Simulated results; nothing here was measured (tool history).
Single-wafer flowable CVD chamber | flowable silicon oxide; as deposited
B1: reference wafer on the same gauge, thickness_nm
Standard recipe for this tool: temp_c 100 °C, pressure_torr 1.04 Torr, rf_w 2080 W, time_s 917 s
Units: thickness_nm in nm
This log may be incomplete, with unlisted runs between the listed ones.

{"run": 1, "hour": 0.0, "temp_c": 100, "pressure_torr": 1.04, "rf_w": 2080, "time_s": 917, "B1": 638.818, "thickness_nm": 817.794}
{"run": 2, "hour": 15.0, "temp_c": 100, "pressure_torr": 1.04, "rf_w": 2080, "time_s": 917, "B1": 640.236, "thickness_nm": 803.626}
{"run": 3, "hour": 33.2, "temp_c": 100, "pressure_torr": 1.04, "rf_w": 2080, "time_s": 917, "B1": 637.889, "thickness_nm": 804.343}
{"run": 4, "hour": 56.9, "temp_c": 100, "pressure_torr": 1.04, "rf_w": 2295, "time_s": 917, "B1": 638.395, "thickness_nm": 832.522}
{"run": 5, "hour": 88.1, "temp_c": 100, "pressure_torr": 1.04, "rf_w": 2295, "time_s": 917, "B1": 640.384, "thickness_nm": 820.642}
{"run": 6, "hour": 121.9, "temp_c": 100, "pressure_torr": 0.96, "rf_w": 2080, "time_s": 917, "B1": 638.215, "thickness_nm": 743.654}
{"run": 7, "hour": 135.5, "temp_c": 100, "pressure_torr": 0.96, "rf_w": 2080, "time_s": 917, "B1": 639.043, "thickness_nm": 744.159}
{"run": 8, "hour": 167.3, "temp_c": 100, "pressure_torr": 0.96, "rf_w": 2080, "time_s": 917, "B1": 639.189, "thickness_nm": 740.391}
{"run": 9, "hour": 199.7, "temp_c": 100, "pressure_torr": 1.04, "rf_w": 2080, "time_s": 917, "B1": 639.326, "thickness_nm": 807.184}
{"run": 10, "hour": 215.2, "temp_c": 100, "pressure_torr": 1.04, "rf_w": 2080, "time_s": 917, "B1": 638.523, "thickness_nm": 801.655}
{"run": 11, "hour": 233.8, "temp_c": 100, "pressure_torr": 1.04, "rf_w": 2080, "time_s": 917, "B1": 640.03, "thickness_nm": 797.119}
{"run": 12, "hour": 264.9, "temp_c": 100, "pressure_torr": 1.04, "rf_w": 2080, "time_s": 917, "B1": 639.214, "thickness_nm": 802.484}
{"run": 13, "hour": 279.3, "temp_c": 100, "pressure_torr": 1.04, "rf_w": 2080, "time_s": 917, "B1": 639.842, "thickness_nm": 795.676}
{"hour": 294.3, "done": "RF generator calibrated"}
{"hour": 324.9, "done": "gauge calibrated"}
{"hour": 357.3, "done": "showerhead replaced"}
{"run": 14, "hour": 366.9, "temp_c": 100, "pressure_torr": 1.04, "rf_w": 2080, "time_s": 917, "B1": 639.048, "thickness_nm": 807.268}
{"run": 15, "hour": 382.7, "temp_c": 88, "pressure_torr": 0.89, "rf_w": 2470, "time_s": 1048, "B1": 638.515, "thickness_nm": 1110.964}
{"run": 16, "hour": 410.7, "temp_c": 108, "pressure_torr": 1.04, "rf_w": 2230, "time_s": 978, "B1": 639.986, "thickness_nm": 676.269}
{"hour": 427.4, "done": "thermocouple changed; heater temperature recalibrated"}
{"run": 17, "hour": 443.1, "temp_c": 110, "pressure_torr": 0.8, "rf_w": 1740, "time_s": 766, "B1": 639.465, "thickness_nm": 313.009}
{"run": 18, "hour": 476.5, "temp_c": 100, "pressure_torr": 1.04, "rf_w": 1815, "time_s": 917, "B1": 637.424, "thickness_nm": 664.076}
{"run": 19, "hour": 498.9, "temp_c": 87, "pressure_torr": 1.04, "rf_w": 2080, "time_s": 1023, "B1": 639.34, "thickness_nm": 1111.863}
{"hour": 531.8, "done": "capacitance manometer re-zeroed and calibrated"}
{"run": 20, "hour": 532.9, "temp_c": 107, "pressure_torr": 1.04, "rf_w": 2080, "time_s": 917, "B1": 637.816, "thickness_nm": 612.458}
{"run": 21, "hour": 564.9, "temp_c": 112, "pressure_torr": 1.13, "rf_w": 2295, "time_s": 1003, "B1": 640.027, "thickness_nm": 635.671}
{"run": 22, "hour": 587.3, "temp_c": 100, "pressure_torr": 1.13, "rf_w": 2080, "time_s": 917, "B1": 639.837, "thickness_nm": 820.21}
{"run": 23, "hour": 615.5, "temp_c": 100, "pressure_torr": 1.04, "rf_w": 2080, "time_s": 917, "B1": 638.668, "thickness_nm": 756.273}
{"run": 24, "hour": 642.5, "temp_c": 95, "pressure_torr": 0.94, "rf_w": 2410, "time_s": 917, "B1": 639.21, "thickness_nm": 812.405}
{"run": 25, "hour": 668.0, "temp_c": 100, "pressure_torr": 1.04, "rf_w": 2080, "time_s": 917, "B1": 641.194, "thickness_nm": 765.211}
{"run": 26, "hour": 698.8, "temp_c": 92, "pressure_torr": 0.97, "rf_w": 2430, "time_s": 737, "B1": 638.338, "thickness_nm": 738.116}
{"run": 27, "hour": 710.9, "temp_c": 89, "pressure_torr": 1.04, "rf_w": 2080, "time_s": 917, "B1": 638.125, "thickness_nm": 1047.352}
{"run": 28, "hour": 735.1, "temp_c": 100, "pressure_torr": 1.04, "rf_w": 2080, "time_s": 917, "B1": 638.055, "thickness_nm": 767.857}

For some of the steps in thickness_nm from one run to the next: how much would appear even if the tool had no hidden state, given the settings, what came in and random variation, and how much remains for the hidden state plus any gauge scatter that the measured result and the result without hidden state don't share?
Hidden state at play: wafer temperature above the value expected at the setpoint (K); delivered RF power above the setpoint (%); true pressure above the setpoint (%); gauge reads high (%).
Run 16 -> 17: temp_c 108 -> 110, pressure_torr 1.04 -> 0.80, rf_w 2230 -> 1740, time_s 978 -> 766, thermocouple changed; heater temperature recalibrated. thickness_nm -363.260 nm: hidden state -77.162, all else -286.098.
Run 18 -> 19: temp_c 100 -> 87, rf_w 1815 -> 2080, time_s 917 -> 1023. thickness_nm +447.787 nm: hidden state -33.683, all else +481.470.
Run 19 -> 20: temp_c 87 -> 107, time_s 1023 -> 917, capacitance manometer re-zeroed and calibrated. thickness_nm -499.405 nm: hidden state +96.953, all else -596.358.
